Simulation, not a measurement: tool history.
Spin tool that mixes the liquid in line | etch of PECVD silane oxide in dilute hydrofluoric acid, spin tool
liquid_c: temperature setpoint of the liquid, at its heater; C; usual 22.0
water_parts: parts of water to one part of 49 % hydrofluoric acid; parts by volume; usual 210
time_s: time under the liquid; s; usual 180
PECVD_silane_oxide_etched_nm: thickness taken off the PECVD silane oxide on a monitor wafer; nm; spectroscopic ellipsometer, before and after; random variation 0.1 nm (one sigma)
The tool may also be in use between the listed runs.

run    hour  liquid_c  water_parts  time_s  wafers since the last listed run  hours since the thermometer was replaced  hours since the hydrofluoric acid flow meter was replaced  hours since the gauge calibration  read-back film thickness of the PECVD silane oxide reference wafer, read on the same gauge (nm)  PECVD_silane_oxide_etched_nm
  1     0.0      25.0          210     180                                 0                                    1209.1                                                      910.4                             1572.8                                                                                            69.99                         16.04
  2    43.0      25.0          210     180                               266                                    1252.1                                                      953.4                             1615.8                                                                                            69.98                         15.89
       48.6  -- hydrofluoric acid flow meter replaced
  3    90.1      22.0          210     180                               286                                    1299.2                                                       41.5                             1662.9                                                                                            70.00                         14.01
  4   134.0      22.0          210     180                               272                                    1343.1                                                       85.4                             1706.8                                                                                            70.04                         14.21
  5   184.1      22.0          175     115                               311                                    1393.2                                                      135.5                             1756.9                                                                                            69.98                         11.17
  6   212.6      22.0          175     115                               176                                    1421.7                                                      164.0                             1785.4                                                                                            69.97                         11.27
  7   268.7      22.0          175     115                               348                                    1477.8                                                      220.1                             1841.5                                                                                            70.03                         11.25
  8   304.9      22.0          210     180                               224                                    1514.0                                                      256.3                             1877.7                                                                                            69.99                         14.11
  9   357.1      22.0          210     180                               324                                    1566.2                                                      308.5                             1929.9                                                                                            69.99                         14.18
 10   393.4      22.0          265     180                               225                                    1602.5                                                      344.8                             1966.2                                                                                            70.00                         10.71
 11   459.6      22.0          265     180                               410                                    1668.7                                                      411.0                             2032.4                                                                                            69.97                         10.62
 12   485.9      18.5          180      75                               163                                    1695.0                                                      437.3                             2058.7                                                                                            69.98                          6.22
 13   513.0      19.5          120     180                               168                                    1722.1                                                      464.4                             2085.8                                                                                            69.98                         24.60
 14   564.5      26.5          210     110                               319                                    1773.6                                                      515.9                             2137.3                                                                                            69.96                         10.14
 15   592.4      22.0          210     180                               173                                    1801.5                                                      543.8                             2165.2                                                                                            70.03                         14.03
 16   630.2      22.0          210     180                               234                                    1839.3                                                      581.6                             2203.0                                                                                            69.97                         14.12
 17   665.9      22.0          210     180                               221                                    1875.0                                                      617.3                             2238.7                                                                                            69.97                         14.02
 18   745.1      20.0          170     180                               491                                    1954.2                                                      696.5                             2317.9                                                                                            70.00                         16.72
      852.0  -- hydrofluoric acid flow meter replaced
 19   856.5      22.0          210     180                               685                                    2065.6                                                        4.5                             2429.3                                                                                            69.93                         14.21
 20   886.7      19.0          135     215                               187                                    2095.8                                                       34.7                             2459.5                                                                                            69.96                         25.04
 21   932.8      26.5          210     180                               286                                    2141.9                                                       80.8                             2505.6                                                                                            70.03                         16.48
      960.8  -- thermometer replaced
 22   980.3      22.0          145     180                               288                                      19.5                                                      128.3                             2553.1                                                                                            70.04                         22.36
 23  1025.1      17.0          185     180                               278                                      64.3                                                      173.1                             2597.9                                                                                            70.01                         13.80
 24  1053.3      22.0          300     120                               175                                      92.5                                                      201.3                             2626.1                                                                                            69.99                          6.14
 25  1096.4      18.5          210     180                               267                                     135.6                                                      244.4                             2669.2                                                                                            69.98                         12.53
 26  1131.1      22.0          150     225                               215                                     170.3                                                      279.1                             2703.9                                                                                            70.02                         27.07
 27  1203.1      22.0          210      75                               446                                     242.3                                                      351.1                             2775.9                                                                                            69.94                          5.98

The next listed run, before its measurement:
     1242.1  -- gauge calibrated
 28  1249.5      27.0          305     240                               288                                     288.7                                                      397.5                                7.4                                                                                                ?                             ?

{"run 28": {"read-back film thickness of the PECVD silane oxide reference wafer, read on the same gauge (nm)": 69.96, "PECVD_silane_oxide_etched_nm": 14.13}}
Without the tool's hidden state the same run would have given PECVD_silane_oxide_etched_nm 14.19 nm.

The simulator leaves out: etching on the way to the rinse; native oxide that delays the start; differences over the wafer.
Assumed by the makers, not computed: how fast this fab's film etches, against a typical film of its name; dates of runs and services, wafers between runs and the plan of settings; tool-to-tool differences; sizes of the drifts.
